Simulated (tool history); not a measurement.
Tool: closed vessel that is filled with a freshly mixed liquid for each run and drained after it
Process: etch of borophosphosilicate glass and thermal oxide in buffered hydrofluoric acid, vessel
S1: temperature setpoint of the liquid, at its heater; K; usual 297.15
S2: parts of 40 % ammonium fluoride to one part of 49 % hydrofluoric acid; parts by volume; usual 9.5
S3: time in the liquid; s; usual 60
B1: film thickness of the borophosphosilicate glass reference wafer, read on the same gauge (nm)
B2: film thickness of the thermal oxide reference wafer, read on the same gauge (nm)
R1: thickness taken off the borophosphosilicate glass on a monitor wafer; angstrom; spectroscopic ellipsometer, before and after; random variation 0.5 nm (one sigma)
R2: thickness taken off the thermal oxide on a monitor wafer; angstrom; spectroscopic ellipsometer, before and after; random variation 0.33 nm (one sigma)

{"run": 1, "hour": 0.0, "S1": 297.15, "S2": 8.5, "S3": 60, "B1": 140.02, "B2": 60.04, "R1": 2373.1, "R2": 714.2}
{"run": 2, "hour": 15.9, "S1": 297.15, "S2": 8.5, "S3": 60, "B1": 140.0, "B2": 60.02, "R1": 2377.0, "R2": 712.0}
{"run": 3, "hour": 23.6, "S1": 297.15, "S2": 9.5, "S3": 60, "B1": 139.96, "B2": 60.01, "R1": 2103.5, "R2": 636.1}
{"run": 4, "hour": 72.6, "S1": 297.15, "S2": 9.5, "S3": 60, "B1": 140.02, "B2": 60.0, "R1": 2103.6, "R2": 637.0}
{"run": 5, "hour": 83.7, "S1": 297.15, "S2": 9.5, "S3": 60, "B1": 140.01, "B2": 60.02, "R1": 2106.4, "R2": 636.6}
{"hour": 86.6, "done": "gauge calibrated"}
{"run": 6, "hour": 99.9, "S1": 300.15, "S2": 9.5, "S3": 60, "B1": 140.01, "B2": 60.01, "R1": 2483.0, "R2": 756.0}
{"hour": 103.3, "done": "hydrofluoric acid flow meter replaced"}
{"run": 7, "hour": 111.2, "S1": 297.15, "S2": 9.5, "S3": 60, "B1": 140.0, "B2": 59.97, "R1": 1942.2, "R2": 590.6}

The next listed run, before its measurement:
{"hour": 113.7, "done": "thermometer replaced"}
{"run": 8, "hour": 128.4, "S1": 297.15, "S2": 7.0, "S3": 45, "B1": "?", "B2": "?", "R1": "?", "R2": "?"}

Run 8 gave B1 139.98, B2 59.97, R1 2258.3 angstrom, R2 692.8 angstrom.
Without the tool's hidden state the same run would have given R1 2286.1 angstrom, R2 701.6 angstrom.
